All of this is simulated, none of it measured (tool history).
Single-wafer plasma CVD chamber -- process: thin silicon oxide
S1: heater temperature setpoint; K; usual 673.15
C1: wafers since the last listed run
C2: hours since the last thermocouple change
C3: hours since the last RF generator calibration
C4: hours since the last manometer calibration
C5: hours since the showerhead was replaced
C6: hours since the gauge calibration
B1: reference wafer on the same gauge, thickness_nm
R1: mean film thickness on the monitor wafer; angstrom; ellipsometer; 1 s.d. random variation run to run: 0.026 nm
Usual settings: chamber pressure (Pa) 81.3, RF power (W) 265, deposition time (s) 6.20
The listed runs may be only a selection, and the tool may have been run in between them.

{"run": 1, "hour": 0.0, "S1": 673.15, "chamber pressure (Pa)": 91.1, "RF power (W)": 265, "deposition time (s)": 6.2, "C1": 0, "C2": 1186.8, "C3": 763.3, "C4": 2609.7, "C5": 3745.5, "C6": 106.4, "B1": 8.502, "R1": 89.48}
{"run": 2, "hour": 13.7, "S1": 673.15, "chamber pressure (Pa)": 91.1, "RF power (W)": 265, "deposition time (s)": 6.2, "C1": 303, "C2": 1200.5, "C3": 777.0, "C4": 2623.4, "C5": 3759.2, "C6": 120.1, "B1": 8.495, "R1": 89.96}
{"run": 3, "hour": 24.9, "S1": 673.15, "chamber pressure (Pa)": 91.1, "RF power (W)": 265, "deposition time (s)": 6.2, "C1": 248, "C2": 1211.7, "C3": 788.2, "C4": 2634.6, "C5": 3770.4, "C6": 131.3, "B1": 8.51, "R1": 89.4}
{"run": 4, "hour": 32.4, "S1": 673.15, "chamber pressure (Pa)": 81.3, "RF power (W)": 265, "deposition time (s)": 6.2, "C1": 166, "C2": 1219.2, "C3": 795.7, "C4": 2642.1, "C5": 3777.9, "C6": 138.8, "B1": 8.513, "R1": 81.39}
{"run": 5, "hour": 48.7, "S1": 673.15, "chamber pressure (Pa)": 81.3, "RF power (W)": 305, "deposition time (s)": 6.2, "C1": 361, "C2": 1235.5, "C3": 812.0, "C4": 2658.4, "C5": 3794.2, "C6": 155.1, "B1": 8.521, "R1": 86.28}
{"run": 6, "hour": 59.6, "S1": 673.15, "chamber pressure (Pa)": 81.3, "RF power (W)": 305, "deposition time (s)": 6.2, "C1": 241, "C2": 1246.4, "C3": 822.9, "C4": 2669.3, "C5": 3805.1, "C6": 166.0, "B1": 8.511, "R1": 86.53}
{"run": 7, "hour": 74.4, "S1": 673.15, "chamber pressure (Pa)": 81.3, "RF power (W)": 305, "deposition time (s)": 6.2, "C1": 327, "C2": 1261.2, "C3": 837.7, "C4": 2684.1, "C5": 3819.9, "C6": 180.8, "B1": 8.51, "R1": 86.28}
{"run": 8, "hour": 90.5, "S1": 679.15, "chamber pressure (Pa)": 81.3, "RF power (W)": 265, "deposition time (s)": 7.15, "C1": 356, "C2": 1277.3, "C3": 853.8, "C4": 2700.2, "C5": 3836.0, "C6": 196.9, "B1": 8.523, "R1": 93.59}
{"hour": 99.9, "done": "gauge calibrated"}
{"run": 9, "hour": 107.9, "S1": 679.15, "chamber pressure (Pa)": 81.3, "RF power (W)": 265, "deposition time (s)": 7.15, "C1": 385, "C2": 1294.7, "C3": 871.2, "C4": 2717.6, "C5": 3853.4, "C6": 8.0, "B1": 8.515, "R1": 93.42}
{"run": 10, "hour": 117.1, "S1": 678.15, "chamber pressure (Pa)": 81.3, "RF power (W)": 265, "deposition time (s)": 6.2, "C1": 203, "C2": 1303.9, "C3": 880.4, "C4": 2726.8, "C5": 3862.6, "C6": 17.2, "B1": 8.511, "R1": 81.28}
{"run": 11, "hour": 125.0, "S1": 678.15, "chamber pressure (Pa)": 81.3, "RF power (W)": 265, "deposition time (s)": 6.2, "C1": 175, "C2": 1311.8, "C3": 888.3, "C4": 2734.7, "C5": 3870.5, "C6": 25.1, "B1": 8.501, "R1": 81.03}
{"run": 12, "hour": 137.0, "S1": 678.15, "chamber pressure (Pa)": 81.3, "RF power (W)": 265, "deposition time (s)": 6.2, "C1": 265, "C2": 1323.8, "C3": 900.3, "C4": 2746.7, "C5": 3882.5, "C6": 37.1, "B1": 8.506, "R1": 80.88}
{"run": 13, "hour": 154.4, "S1": 673.15, "chamber pressure (Pa)": 81.3, "RF power (W)": 310, "deposition time (s)": 6.2, "C1": 385, "C2": 1341.2, "C3": 917.7, "C4": 2764.1, "C5": 3899.9, "C6": 54.5, "B1": 8.529, "R1": 87.06}
{"hour": 173.9, "done": "capacitance manometer re-zeroed and calibrated"}
{"hour": 177.8, "done": "showerhead replaced"}
{"run": 14, "hour": 178.3, "S1": 673.15, "chamber pressure (Pa)": 94.7, "RF power (W)": 235, "deposition time (s)": 6.2, "C1": 264, "C2": 1365.1, "C3": 941.6, "C4": 4.4, "C5": 0.5, "C6": 78.4, "B1": 8.504, "R1": 87.34}
{"run": 15, "hour": 180.7, "S1": 681.15, "chamber pressure (Pa)": 90.3, "RF power (W)": 310, "deposition time (s)": 6.2, "C1": 53, "C2": 1367.5, "C3": 944.0, "C4": 6.8, "C5": 2.9, "C6": 80.8, "B1": 8.516, "R1": 94.65}
{"run": 16, "hour": 197.5, "S1": 673.15, "chamber pressure (Pa)": 81.3, "RF power (W)": 265, "deposition time (s)": 6.2, "C1": 372, "C2": 1384.3, "C3": 960.8, "C4": 23.6, "C5": 19.7, "C6": 97.6, "B1": 8.503, "R1": 81.37}
{"run": 17, "hour": 212.4, "S1": 673.15, "chamber pressure (Pa)": 81.3, "RF power (W)": 285, "deposition time (s)": 6.75, "C1": 330, "C2": 1399.2, "C3": 975.7, "C4": 38.5, "C5": 34.6, "C6": 112.5, "B1": 8.515, "R1": 90.85}
{"run": 18, "hour": 219.3, "S1": 663.15, "chamber pressure (Pa)": 81.3, "RF power (W)": 265, "deposition time (s)": 6.2, "C1": 152, "C2": 1406.1, "C3": 982.6, "C4": 45.4, "C5": 41.5, "C6": 119.4, "B1": 8.503, "R1": 81.53}
{"run": 19, "hour": 234.0, "S1": 673.15, "chamber pressure (Pa)": 81.3, "RF power (W)": 310, "deposition time (s)": 6.2, "C1": 325, "C2": 1420.8, "C3": 997.3, "C4": 60.1, "C5": 56.2, "C6": 134.1, "B1": 8.508, "R1": 86.7}
{"hour": 246.5, "done": "RF generator calibrated"}
{"hour": 248.0, "done": "thermocouple changed; heater temperature recalibrated"}
{"run": 20, "hour": 248.5, "S1": 673.15, "chamber pressure (Pa)": 81.3, "RF power (W)": 265, "deposition time (s)": 6.2, "C1": 109, "C2": 0.5, "C3": 2.0, "C4": 74.6, "C5": 70.7, "C6": 148.6, "B1": 8.504, "R1": 81.07}
{"run": 21, "hour": 286.4, "S1": 673.15, "chamber pressure (Pa)": 81.3, "RF power (W)": 265, "deposition time (s)": 6.2, "C1": 839, "C2": 38.4, "C3": 39.9, "C4": 112.5, "C5": 108.6, "C6": 186.5, "B1": 8.508, "R1": 81.58}
{"hour": 288.0, "done": "gauge calibrated"}
{"run": 22, "hour": 300.6, "S1": 673.15, "chamber pressure (Pa)": 81.3, "RF power (W)": 265, "deposition time (s)": 6.71, "C1": 314, "C2": 52.6, "C3": 54.1, "C4": 126.7, "C5": 122.8, "C6": 12.6, "B1": 8.516, "R1": 88.16}

Predict the results of run 23:
{"run": 23, "hour": 346.7, "S1": 673.15, "chamber pressure (Pa)": 81.3, "RF power (W)": 285, "deposition time (s)": 6.75, "C1": 1021, "C2": 98.7, "C3": 100.2, "C4": 172.8, "C5": 168.9, "C6": 58.7, "B1": "?", "R1": "?"}

B1: 8.505
R1: 91.49 angstrom
With no hidden state in the tool, this same run would have given R1 91.49 angstrom.

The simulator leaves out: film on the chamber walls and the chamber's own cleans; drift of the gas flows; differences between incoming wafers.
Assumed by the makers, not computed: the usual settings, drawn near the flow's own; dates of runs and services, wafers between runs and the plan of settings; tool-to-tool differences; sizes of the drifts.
